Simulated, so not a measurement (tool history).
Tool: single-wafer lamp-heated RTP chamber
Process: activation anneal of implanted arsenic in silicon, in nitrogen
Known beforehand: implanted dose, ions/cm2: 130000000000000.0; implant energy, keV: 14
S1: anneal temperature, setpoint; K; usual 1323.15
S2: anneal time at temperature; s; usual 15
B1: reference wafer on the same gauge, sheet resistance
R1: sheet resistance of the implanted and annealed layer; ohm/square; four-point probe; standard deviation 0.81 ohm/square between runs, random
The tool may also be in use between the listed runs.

Run 1, hour 0: usual settings but S2 19 s; B1 607.71. Result: R1 539.18 ohm/square.
At hour 9.6: pyrometer window cleaned and pyrometer calibrated.
Run 2, hour 48.4: usual settings but S2 19 s; B1 608.07. Result: R1 539.51 ohm/square.
At hour 81.5: gauge calibrated.
Run 3, hour 86.4: usual settings; B1 608.04. Result: R1 542.36 ohm/square.
Run 4, hour 133.9: usual settings; B1 607.95. Result: R1 541.45 ohm/square.
Run 5, hour 179.3: usual settings; B1 608.37. Result: R1 541.34 ohm/square.
Run 6, hour 210.4: usual settings but S2 11 s; B1 608. Result: R1 544.81 ohm/square.
At hour 227.6: reflector plate cleaned.
Run 7, hour 246.7: usual settings but S2 11 s; B1 607.96. Result: R1 544.35 ohm/square.
At hour 289.2: pyrometer window cleaned and pyrometer calibrated.
Run 8, hour 289.7: usual settings but S1 1309.15 K, S2 8 s; B1 607.82. Result: R1 548.49 ohm/square.
Run 9, hour 323.5: usual settings but S2 7 s; B1 608.15. Result: R1 548.28 ohm/square.
At hour 360: gauge calibrated.
Run 10, hour 363.2: usual settings but S2 21 s; B1 608.14. Result: R1 534.72 ohm/square.
At hour 389.8: pyrometer window cleaned and pyrometer calibrated, repeated, since the last time left the tool worse.
Run 11, hour 401.5: usual settings; B1 608.04. Result: R1 542.28 ohm/square.
Run 12, hour 445.2: usual settings but S1 1340.15 K, S2 6 s; B1 608.32. Result: R1 547.24 ohm/square.
Run 13, hour 516.3: usual settings; B1 607.93. Result: R1 540.89 ohm/square.
Run 14, hour 564.5: usual settings but S1 1334.15 K, S2 11 s; B1 608.1. Result: R1 542.49 ohm/square.

State the hidden condition of the tool at each of the runs:
wafer temperature error from the tarnished reflector plate, K: 0 on each run
gauge reads high (%): 0 on each run
H1: true wafer temperature minus pyrometer reading, K
run    H1
  1     7
  2  3.01
  3  4.52
  4  5.76
  5  6.52
  6  6.88
  7  7.17
  8  11.3
  9  13.2
 10  14.9
 11  1.99
 12  4.19
 13  6.27
 14  7.04
